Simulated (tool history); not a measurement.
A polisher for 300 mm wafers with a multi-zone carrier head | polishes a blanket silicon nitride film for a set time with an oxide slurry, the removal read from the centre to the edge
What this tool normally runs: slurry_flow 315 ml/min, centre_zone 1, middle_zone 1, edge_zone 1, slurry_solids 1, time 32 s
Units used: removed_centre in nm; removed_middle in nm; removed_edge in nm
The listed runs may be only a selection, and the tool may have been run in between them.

run	day	slurry_flow	centre_zone	middle_zone	edge_zone	slurry_solids	time	wafers since the last listed run	wafers polished on this pad	hours since the slurry nozzle was cleaned	hours since the centre zone pressure was calibrated	hours since the edge zone pressure was calibrated	hours since the carrier head's membrane was replaced	incoming thickness of the incoming film, nm	removed_centre	removed_middle	removed_edge
1	0	315	1	1	1	1	32	0	97	326.7	1024.4	1150.9	1380.2	467.7	16	16.7	16.9
2	0.421	315	1	1	1	1	32	119	216	336.8	1034.5	1161	1390.3	471.3	16	16.8	17.3
3	0.971	315	1	1	1	1	32	155	371	350	1047.7	1174.2	1403.5	473.5	16.1	17.1	17.1
4	2.896	315	1	1	1	1	32	544	916	396.2	1093.9	1220.4	1449.7	466.3	15.9	16.8	17.2
# day 3.304: carrier head's membrane replaced by a new one
# day 3.358: edge zone pressure recalibrated
# day 3.475: centre zone pressure recalibrated
5	3.525	315	0.96	1	0.96	1	32	79	996	411.3	1.2	4	5.3	467.2	19	17	17.3
6	3.938	315	0.96	1	0.96	1	32	116	1113	421.2	11.1	13.9	15.2	467.2	18.8	16.9	16.5
# day 4.283: worn pad replaced by a new one
7	4.304	315	0.96	1	0.96	1	32	56	5	430	19.9	22.7	24	465.8	19.1	16.8	17.3
8	4.483	315	1	1	1	1	32	50	56	434.3	24.2	27	28.3	465.7	19.6	16.9	17.2
9	5.217	315	1	1	1	1	32	207	263	451.9	41.8	44.6	45.9	472.5	19.6	16.7	17
# day 5.412: centre zone pressure recalibrated, repeated, since the last time left the tool worse
10	5.554	315	1	1	1	0.8	29	71	335	460	3.4	52.7	54	473.3	13.9	13.4	13.5
11	5.888	315	1	1	1.1	1.25	32	94	430	468	11.4	60.7	62	476.6	19.5	19	20
12	6.512	315	0.94	1	1	1	32	176	606	483	26.4	75.7	77	476.5	16.4	16.9	17
13	6.804	315	0.94	0.95	1	1.25	32	82	689	490	33.4	82.7	84	464.7	18.4	18.5	19.1
14	7.388	315	0.92	1	1.08	0.8	35	165	854	504	47.4	96.7	98	470.2	15.5	16	17
# day 7.475: slurry nozzle cleaned
15	7.892	315	0.88	1	0.89	0.85	26	130	985	10	59.5	108.8	110.1	465.1	11.3	12.6	12.1
16	8.446	315	1.11	1	1	1	32	156	1142	23.3	72.8	122.1	123.4	471.5	18.9	17.2	17.6
17	8.962	285	1.04	0.95	1	0.85	32	146	1288	35.7	85.2	134.5	135.8	475.8	16.1	14.9	15.7
# day 9.475: worn pad replaced by a new one
18	9.496	315	1	1	1	1	32	103	6	48.5	98	147.3	148.6	463.1	16.9	17	17.1
19	9.604	315	0.9	1.11	1.07	1	37	30	36	51.1	100.6	149.9	151.2	468.5	18.3	21.1	20.6
20	10.083	315	1	1	1	1	32	135	172	62.6	112.1	161.4	162.7	468.2	16.9	16.6	17.2
21	10.683	225	1	1	1	1	32	169	342	77	126.5	175.8	177.1	472.7	16.2	16.3	17
22	10.933	315	1	1	1	1	32	70	413	83	132.5	181.8	183.1	461.7	17.1	17.4	17.4
23	11.592	390	0.93	1	1	0.75	40	186	599	98.8	148.3	197.6	198.9	471	16.9	18.2	18.1

Predict each of these 3 candidate next runs independently; none follows another, all start after run 23:
A	11.608	315	1	1	0.96	1	32	4	604	99.2	148.7	198	199.3	470.5	?	?	?
B	11.608	315	0.96	0.93	0.91	1.1	32	4	604	99.2	148.7	198	199.3	470.5	?	?	?
C	11.608	265	1.12	1	1	1	32	4	604	99.2	148.7	198	199.3	470.5	?	?	?

run	removed_centre	removed_middle	removed_edge
A	16.8	16.9	16.9
B	17	16.8	17.3
C	18.1	16.6	17
With the hidden condition removed and each run's random variation left untouched, the same runs would have given:
run	removed_centre	removed_middle	removed_edge
A	17.2	16.9	16.9
B	17.5	16.8	17.3
C	18.6	16.6	17

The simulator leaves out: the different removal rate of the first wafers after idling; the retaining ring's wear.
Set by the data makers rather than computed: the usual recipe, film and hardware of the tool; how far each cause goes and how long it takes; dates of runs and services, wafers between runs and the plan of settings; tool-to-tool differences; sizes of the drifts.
